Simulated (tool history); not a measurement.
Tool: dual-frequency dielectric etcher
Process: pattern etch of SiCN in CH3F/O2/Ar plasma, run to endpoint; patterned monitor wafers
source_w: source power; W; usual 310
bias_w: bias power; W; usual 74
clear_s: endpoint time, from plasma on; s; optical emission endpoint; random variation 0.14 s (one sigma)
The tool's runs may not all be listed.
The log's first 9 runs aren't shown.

| run | day | source_w | bias_w | wafers since the last listed run | hours since the last wet clean | hours since the last source power generator calibration | hours since the last bias power generator calibration | hours since the last upper electrode change | incoming incoming film thickness, nm | clear_s |
|---|---|---|---|---|---|---|---|---|---|---|
|  | 13.233 | wet clean of the chamber |
| 10 | 13.254 | 310 | 78 | 226 | 0.5 | 4451.2 | 2626.3 | 2020.7 | 7.73 | 22.7 |
| 11 | 13.267 | 310 | 74 | 3 | 0.8 | 4451.5 | 2626.6 | 2021.0 | 7.68 | 23.2 |
| 12 | 14.417 | 310 | 74 | 297 | 28.4 | 4479.1 | 2654.2 | 2048.6 | 7.76 | 23.0 |
| 13 | 15.300 | 310 | 84 | 228 | 49.6 | 4500.3 | 2675.4 | 2069.8 | 7.67 | 21.8 |
|  | 17.171 | source power generator calibrated |
| 14 | 19.688 | 310 | 84 | 1091 | 154.9 | 60.4 | 2780.7 | 2175.1 | 7.75 | 21.9 |
| 15 | 20.508 | 310 | 69 | 212 | 174.6 | 80.1 | 2800.4 | 2194.8 | 7.76 | 23.7 |
| 16 | 21.542 | 310 | 69 | 267 | 199.4 | 104.9 | 2825.2 | 2219.6 | 7.70 | 23.5 |
| 17 | 22.283 | 250 | 61 | 191 | 217.2 | 122.7 | 2843.0 | 2237.4 | 7.69 | 27.0 |
|  | 23.083 | bias power generator calibrated |
| 18 | 23.642 | 330 | 74 | 308 | 249.8 | 155.3 | 13.4 | 2270.0 | 7.65 | 21.9 |
|  | 25.188 | upper electrode replaced, of another model than before |
| 19 | 25.208 | 270 | 74 | 146 | 287.4 | 192.9 | 51.0 | 0.5 | 7.73 | 23.3 |
| 20 | 27.450 | 250 | 74 | 579 | 341.2 | 246.7 | 104.8 | 54.3 | 7.68 | 23.5 |
| 21 | 28.521 | 250 | 88 | 276 | 366.9 | 272.4 | 130.5 | 80.0 | 7.72 | 22.3 |
| 22 | 29.704 | 360 | 81 | 306 | 395.3 | 300.8 | 158.9 | 108.4 | 7.70 | 20.8 |
| 23 | 30.525 | 310 | 74 | 212 | 415.0 | 320.5 | 178.6 | 128.1 | 7.76 | 22.3 |
| 24 | 31.492 | 310 | 74 | 250 | 438.2 | 343.7 | 201.8 | 151.3 | 7.66 | 22.3 |
|  | 33.421 | wet clean of the chamber |
| 25 | 33.442 | 380 | 89 | 245 | 0.5 | 390.5 | 248.6 | 198.1 | 7.69 | 20.6 |
| 26 | 34.204 | 380 | 59 | 197 | 18.8 | 408.8 | 266.9 | 216.4 | 7.82 | 23.5 |

Run 27 comes next. What will it give?
| 27 | 35.488 | 270 | 64 | 331 | 49.6 | 439.6 | 297.7 | 247.2 | 7.68 | ? |

{"run 27": {"clear_s": 24.6}}
Without the tool's hidden state the same run would have given clear_s 24.8 s.
